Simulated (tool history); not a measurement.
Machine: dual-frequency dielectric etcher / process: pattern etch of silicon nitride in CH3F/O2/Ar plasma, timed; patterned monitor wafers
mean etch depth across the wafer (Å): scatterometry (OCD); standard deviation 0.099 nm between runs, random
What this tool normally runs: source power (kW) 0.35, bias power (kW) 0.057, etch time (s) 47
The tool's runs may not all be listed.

run,hour,source power (kW),bias power (kW),etch time (s),wafers since the last listed run,hours since the last wet clean,hours since the last source power generator calibration,hours since the last bias power generator calibration,hours since the last upper electrode change,hours since the gauge calibration,"read-back reference wafer on the same gauge, depth_nm",mean etch depth across the wafer (Å)
1,0,0.35,0.057,47,0,126.3,1702.2,1849.4,2851.1,1182.4,29.09,314.4
# hour 12.1: source power generator calibrated
2,61.5,0.35,0.057,47,803,187.8,49.4,1910.9,2912.6,1243.9,29.15,313.3
3,155.9,0.35,0.057,47,1319,282.2,143.8,2005.3,3007,1338.3,29.17,314.5
4,239.5,0.35,0.057,47,1168,365.8,227.4,2088.9,3090.6,1421.9,29.21,316
5,297.1,0.35,0.057,47,805,423.4,285,2146.5,3148.2,1479.5,29.25,314.9
# hour 362.7: wet clean of the chamber
6,363.2,0.35,0.057,47,588,0.5,351.1,2212.6,3214.3,1545.6,29.29,316.3
7,439.4,0.28,0.057,47,1065,76.7,427.3,2288.8,3290.5,1621.8,29.35,294.2
8,515,0.28,0.057,47,1056,152.3,502.9,2364.4,3366.1,1697.4,29.39,293.6
9,561.4,0.28,0.057,47,648,198.7,549.3,2410.8,3412.5,1743.8,29.42,291.7
10,644.4,0.35,0.057,47,1160,281.7,632.3,2493.8,3495.5,1826.8,29.49,317.1
11,795.4,0.35,0.057,47,2111,432.7,783.3,2644.8,3646.5,1977.8,29.61,319.5
# hour 860.7: wet clean of the chamber
12,1026.4,0.4,0.057,47,2893,165.7,1014.3,2875.8,3877.5,2208.8,29.78,338.4
# hour 1108.3: gauge calibrated
13,1133.5,0.4,0.057,47,1497,272.8,1121.4,2982.9,3984.6,25.2,28.65,322.4
# hour 1201.6: bias power generator calibrated
14,1211,0.35,0.057,47,1027,350.3,1198.9,9.4,4062.1,102.7,28.66,307.8
15,1282.1,0.35,0.057,35,993,421.4,1270,80.5,4133.2,173.8,28.66,229.4
# hour 1336.6: wet clean of the chamber
16,1362,0.35,0.057,47,781,25.4,1349.9,160.4,4213.1,253.7,28.66,308.9
# hour 1388.5: source power generator calibrated
# hour 1392.2: upper electrode replaced
17,1414.7,0.35,0.057,47,629,78.1,26.2,213.1,22.5,306.4,28.66,311
18,1488.8,0.35,0.063,47,1035,152.2,100.3,287.2,96.6,380.5,28.69,317
19,1666.4,0.43,0.057,47,2482,329.8,277.9,464.8,274.2,558.1,28.73,330.7
20,1741.6,0.37,0.05,39.5,1051,405,353.1,540,349.4,633.3,28.73,254.9
21,1831.7,0.35,0.057,56,1259,495.1,443.2,630.1,439.5,723.4,28.76,367.5
# hour 1880.1: wet clean of the chamber
22,1886.7,0.35,0.057,47,433,6.6,498.2,685.1,494.5,778.4,28.77,311.3
23,1974.8,0.35,0.069,51.5,1231,94.7,586.3,773.2,582.6,866.5,28.79,359.5
24,2051.7,0.35,0.057,47,1075,171.6,663.2,850.1,659.5,943.4,28.81,310.2
25,2152.1,0.39,0.047,57,1403,272,763.6,950.5,759.9,1043.8,28.86,368.8
26,2228.6,0.27,0.057,41.5,1069,348.5,840.1,1027,836.4,1120.3,28.88,252.1
27,2316.3,0.3,0.05,47,1226,436.2,927.8,1114.7,924.1,1208,28.94,284.2
28,2362.8,0.37,0.07,37.5,650,482.7,974.3,1161.2,970.6,1254.5,28.96,272.2

3 options for the next run, each taken on its own from the tool as it stands now. Forecast them:
A,2363.2,0.44,0.057,47,5,483.1,974.7,1161.6,971,1254.9,?,?
B,2363.2,0.27,0.05,47,5,483.1,974.7,1161.6,971,1254.9,?,?
C,2363.2,0.35,0.046,36.5,5,483.1,974.7,1161.6,971,1254.9,?,?

run,"read-back reference wafer on the same gauge, depth_nm",mean etch depth across the wafer (Å)
A,28.95,337.1
B,28.95,273.4
C,28.95,226.5
Without the tool's hidden state the same runs would have given:
run,mean etch depth across the wafer (Å)
A,335.3
B,272
C,225.2
